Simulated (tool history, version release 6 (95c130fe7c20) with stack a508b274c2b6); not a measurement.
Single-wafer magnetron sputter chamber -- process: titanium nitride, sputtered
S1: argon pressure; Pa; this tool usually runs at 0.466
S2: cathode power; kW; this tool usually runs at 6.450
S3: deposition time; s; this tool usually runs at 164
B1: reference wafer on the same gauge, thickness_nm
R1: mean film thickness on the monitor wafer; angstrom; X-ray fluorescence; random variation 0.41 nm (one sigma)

Run 1, hour 0.0: usual settings; B1 161.925. Result: R1 1832.75 angstrom.
Run 2, hour 29.0: usual settings; B1 161.996. Result: R1 1830.13 angstrom.
Run 3, hour 48.7: usual settings; B1 162.193. Result: R1 1835.41 angstrom.
Run 4, hour 77.9: usual settings; B1 162.370. Result: R1 1838.68 angstrom.
Run 5, hour 110.0: usual settings; B1 162.762. Result: R1 1844.89 angstrom.
Run 6, hour 126.6: usual settings; B1 162.694. Result: R1 1836.56 angstrom.
At hour 148.3: gauge calibrated.
Run 7, hour 154.0: usual settings; B1 161.339. Result: R1 1826.38 angstrom.
Run 8, hour 171.4: usual settings; B1 161.353. Result: R1 1826.61 angstrom.
Run 9, hour 191.2: usual settings; B1 161.495. Result: R1 1831.29 angstrom.
At hour 213.9: capacitance manometer re-zeroed and calibrated.
Run 10, hour 214.4: usual settings but S3 153 s; B1 161.642. Result: R1 1711.24 angstrom.
At hour 294.5: magnet pack replaced.
At hour 300.8: sputter target and shields replaced.
Run 11, hour 311.6: usual settings but S1 0.315 Pa, S3 155 s; B1 162.395. Result: R1 1833.37 angstrom.
Run 12, hour 330.5: usual settings; B1 162.552. Result: R1 1832.83 angstrom.
Run 13, hour 342.7: usual settings but S1 0.339 Pa, S2 7.000 kW, S3 152 s; B1 162.496. Result: R1 1935.13 angstrom.
Run 14, hour 373.2: usual settings; B1 162.847. Result: R1 1845.55 angstrom.
Run 15, hour 389.3: usual settings but S2 7.800 kW; B1 162.768. Result: R1 2233.30 angstrom.
Run 16, hour 415.5: usual settings but S1 0.617 Pa, S2 7.450 kW, S3 139 s; B1 163.011. Result: R1 1708.45 angstrom.

Each row is a separate what-if for the run after 16, all from the same tool condition, not one after another. Results?
Run A, hour 415.9: usual settings but S3 184 s; B1 ?. Result: R1 ?.
Run B, hour 415.9: usual settings but S1 0.560 Pa, S2 5.850 kW, S3 142 s; B1 ?. Result: R1 ?.
Run C, hour 415.9: usual settings but S1 0.537 Pa, S2 7.000 kW, S3 146 s; B1 ?. Result: R1 ?.

run       B1       R1
  A  162.946  2073.40
  B  162.946  1402.55
  C  162.946  1739.94
The same runs, with their run-to-run variation unchanged, on a tool lacking any hidden condition would have given:
run       R1
  A  2047.98
  B  1385.35
  C  1718.61
